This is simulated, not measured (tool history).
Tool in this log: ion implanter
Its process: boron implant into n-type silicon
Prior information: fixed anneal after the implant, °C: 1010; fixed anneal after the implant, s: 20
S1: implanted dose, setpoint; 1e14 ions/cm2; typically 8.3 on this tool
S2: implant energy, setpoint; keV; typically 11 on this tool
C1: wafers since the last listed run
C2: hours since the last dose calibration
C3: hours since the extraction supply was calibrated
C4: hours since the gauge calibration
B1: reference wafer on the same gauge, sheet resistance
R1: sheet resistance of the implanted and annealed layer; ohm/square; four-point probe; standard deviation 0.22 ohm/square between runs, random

run     day     S1    S2    C1      C2      C3      C4      B1      R1
  1       0   7.74    11     0   754.1  2241.5   653.2  122.98  155.38
  2   0.808    8.3    11   464   773.5  2260.9   672.6  122.99  147.29
  3   4.579    8.3    11  2165     864  2351.4   763.1  123.02  146.57
  4     5.9    8.3    11   758   895.7  2383.1   794.8  122.97  146.75
  5   7.046    8.3    11   657   923.2  2410.6   822.3  123.06  146.37
  6   7.671   6.78    11   358   938.2  2425.6   837.3  122.98  172.53
  7   9.562    8.3    11  1086   983.6    2471   882.7  122.99  146.16
  8  10.725    8.3    11   667  1011.5  2498.9   910.6  122.99  146.34
  9  11.883    8.3    11   665  1039.3  2526.7   938.4  122.98  146.07
 10  12.592   6.61    11   406  1056.3  2543.7   955.4  123.04  175.65
 11  13.483   6.61    11   511  1077.7  2565.1   976.8  123.01  175.31
 12  14.946   6.61    11   839  1112.8  2600.2  1011.9  122.98  175.59
 13  15.942    8.3    11   571  1136.7  2624.1  1035.8  123.01  145.87
 14  16.517    8.3    11   330  1150.5  2637.9  1049.6  122.97  146.44
 15  17.983    8.3    11   842  1185.7  2673.1  1084.8  122.99  146.02
     18.225  -- gauge calibrated
 16  19.325    8.3    11   770  1217.9  2705.3    26.4  122.98  146.01
 17  20.671    8.3    11   772  1250.2  2737.6    58.7  122.97  146.05
 18  22.146   7.16    11   846  1285.6    2773    94.1  123.02  163.89
     23.746  -- extraction supply calibrated
 19  23.767    8.3    11   739  1324.5     0.5     133  122.97  145.05
 20  24.654    8.3  14.5   509  1345.8    21.8   154.3     123   140.5
     25.179  -- Faraday cup replaced and dose calibrated
 21  25.617    8.3    11   361    10.5    44.9   177.4  122.98  147.52
 22  27.221    8.3    11   921      49    83.4   215.9  123.02  147.47
 23  28.354  10.31   9.5   650    76.2   110.6   243.1  123.01  129.74
 24  28.975    8.3    11   356    91.1   125.5     258  122.98  147.31
 25  29.962   7.39   7.5   567   114.8   149.2   281.7  122.98   169.8
 26  31.904  10.33  12.5  1114   161.4   195.8   328.3  122.99   122.5
 27  32.662    8.3    11   435   179.6     214   346.5  123.01  147.43
 28  33.742    8.3    11   619   205.5   239.9   372.4  123.02  147.29
 29  34.875  10.15    11   650   232.7   267.1   399.6  123.02  127.39
 30  35.975   5.91   9.5   631   259.1   293.5     426  123.04  196.46
 31  36.962   9.11    11   567   282.8   317.2   449.7     123  137.24
 32  38.179   10.1   9.5   698     312   346.4   478.9  123.03  131.35
 33  40.775   9.56  14.5  1490   374.3   408.7   541.2  123.03  126.84
 34  41.971   7.54    12   686     403   437.4   569.9     123  157.15
 35  43.208   5.83    13   710   432.7   467.1   599.6  123.01   193.4
 36  44.654   7.16    14   830   467.4   501.8   634.3  123.03  161.79

Below, some changes in R1 between adjacent runs. For each, the amount present without the hidden state too (settings, incoming material, random variation) and the amount remaining for the hidden state with gauge scatter not shared by both compared results:
Hidden state present: deviation of the true dose from the Faraday cup's reading, %; deviation of the true energy from its setpoint, %; gauge reads high (%).
Run 9 -> 10: S1 8.3 -> 6.61. R1 +29.58 ohm/square: hidden state -0.35, all else +29.93.
Run 17 -> 18: S1 8.3 -> 7.16. R1 +17.84 ohm/square: hidden state -0.4, all else +18.24.
Run 20 -> 21: S2 14.5 -> 11, Faraday cup replaced and dose calibrated. R1 +7.02 ohm/square: hidden state +1.9, all else +5.12.
Run 25 -> 26: S1 7.39 -> 10.33, S2 7.5 -> 12.5. R1 -47.3 ohm/square: hidden state +0, all else -47.3.
Run 29 -> 30: S1 10.15 -> 5.91, S2 11 -> 9.5. R1 +69.07 ohm/square: hidden state -0.05, all else +69.12.
Run 30 -> 31: S1 5.91 -> 9.11, S2 9.5 -> 11. R1 -59.22 ohm/square: hidden state +0.02, all else -59.24.
